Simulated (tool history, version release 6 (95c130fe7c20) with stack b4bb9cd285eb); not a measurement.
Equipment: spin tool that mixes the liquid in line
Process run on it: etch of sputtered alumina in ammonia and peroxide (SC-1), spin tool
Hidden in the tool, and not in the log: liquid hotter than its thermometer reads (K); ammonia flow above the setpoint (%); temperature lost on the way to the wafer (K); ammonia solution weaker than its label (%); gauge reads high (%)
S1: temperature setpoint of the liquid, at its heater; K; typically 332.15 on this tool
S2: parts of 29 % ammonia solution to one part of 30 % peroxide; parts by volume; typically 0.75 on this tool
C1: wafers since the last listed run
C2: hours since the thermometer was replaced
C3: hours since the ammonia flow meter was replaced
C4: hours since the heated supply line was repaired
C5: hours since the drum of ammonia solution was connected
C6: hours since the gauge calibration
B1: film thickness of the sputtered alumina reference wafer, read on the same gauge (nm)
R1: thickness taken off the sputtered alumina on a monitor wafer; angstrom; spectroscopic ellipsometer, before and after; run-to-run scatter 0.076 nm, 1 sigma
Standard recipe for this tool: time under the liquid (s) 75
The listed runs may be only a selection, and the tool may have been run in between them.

Run 1, hour 0.0: usual settings; C1 0; C2 228.3; C3 372.6; C4 341.5; C5 314.3; C6 557.5; B1 99.99. Result: R1 106.3 angstrom.
At hour 38.7: ammonia flow meter replaced.
Run 2, hour 89.6: usual settings; C1 886; C2 317.9; C3 50.9; C4 431.1; C5 403.9; C6 647.1; B1 99.99. Result: R1 104.5 angstrom.
Run 3, hour 146.9: usual settings; C1 573; C2 375.2; C3 108.2; C4 488.4; C5 461.2; C6 704.4; B1 100.01. Result: R1 105.2 angstrom.
At hour 222.6: new drum of ammonia solution connected.
Run 4, hour 390.2: usual settings; C1 2425; C2 618.5; C3 351.5; C4 731.7; C5 167.6; C6 947.7; B1 99.98. Result: R1 103.4 angstrom.
At hour 444.9: ammonia flow meter replaced.
Run 5, hour 490.8: usual settings but S1 327.65 K, S2 1.05 parts by volume; C1 996; C2 719.1; C3 45.9; C4 832.3; C5 268.2; C6 1048.3; B1 99.98. Result: R1 85.8 angstrom.
At hour 520.2: thermometer replaced.
At hour 644.1: heated supply line repaired.
At hour 744.9: new drum of ammonia solution connected.
Run 6, hour 777.0: usual settings but S1 327.65 K, S2 1.05 parts by volume; C1 2834; C2 256.8; C3 332.1; C4 132.9; C5 32.1; C6 1334.5; B1 100.00. Result: R1 86.2 angstrom.
At hour 815.9: ammonia flow meter replaced.
Run 7, hour 872.0: usual settings; C1 940; C2 351.8; C3 56.1; C4 227.9; C5 127.1; C6 1429.5; B1 99.99. Result: R1 105.2 angstrom.
At hour 898.2: gauge calibrated.
Run 8, hour 918.2: usual settings but S1 323.15 K, time under the liquid (s) 95; C1 462; C2 398.0; C3 102.3; C4 274.1; C5 173.3; C6 20.0; B1 100.01. Result: R1 82.4 angstrom.
Run 9, hour 1003.8: usual settings but S1 326.15 K, S2 0.40 parts by volume, time under the liquid (s) 110; C1 856; C2 483.6; C3 187.9; C4 359.7; C5 258.9; C6 105.6; B1 100.00. Result: R1 105.7 angstrom.
Run 10, hour 1084.2: usual settings but S1 327.65 K, S2 1.05 parts by volume; C1 804; C2 564.0; C3 268.3; C4 440.1; C5 339.3; C6 186.0; B1 100.01. Result: R1 86.7 angstrom.
Run 11, hour 1143.3: usual settings but S1 324.65 K; C1 591; C2 623.1; C3 327.4; C4 499.2; C5 398.4; C6 245.1; B1 99.98. Result: R1 70.7 angstrom.
At hour 1168.9: thermometer replaced.
Run 12, hour 1223.1: usual settings but S2 0.55 parts by volume; C1 788; C2 54.2; C3 407.2; C4 579.0; C5 478.2; C6 324.9; B1 99.99. Result: R1 102.2 angstrom.
At hour 1228.2: ammonia flow meter replaced.
Run 13, hour 1302.4: usual settings; C1 783; C2 133.5; C3 74.2; C4 658.3; C5 557.5; C6 404.2; B1 99.98. Result: R1 106.1 angstrom.
Run 14, hour 1376.1: usual settings but S1 336.15 K, S2 0.90 parts by volume, time under the liquid (s) 60; C1 737; C2 207.2; C3 147.9; C4 732.0; C5 631.2; C6 477.9; B1 100.00. Result: R1 106.4 angstrom.
At hour 1391.0: new drum of ammonia solution connected.
Run 15, hour 1426.4: usual settings; C1 493; C2 257.5; C3 198.2; C4 782.3; C5 35.4; C6 528.2; B1 100.00. Result: R1 105.3 angstrom.

State the hidden condition of the tool at each of the runs:
liquid hotter than its thermometer reads (K): 0 in every run
ammonia flow above the setpoint (%): 0 in every run
temperature lost on the way to the wafer (K): 0 in every run
ammonia solution weaker than its label (%): 0 in every run
gauge reads high (%): 0 in every run

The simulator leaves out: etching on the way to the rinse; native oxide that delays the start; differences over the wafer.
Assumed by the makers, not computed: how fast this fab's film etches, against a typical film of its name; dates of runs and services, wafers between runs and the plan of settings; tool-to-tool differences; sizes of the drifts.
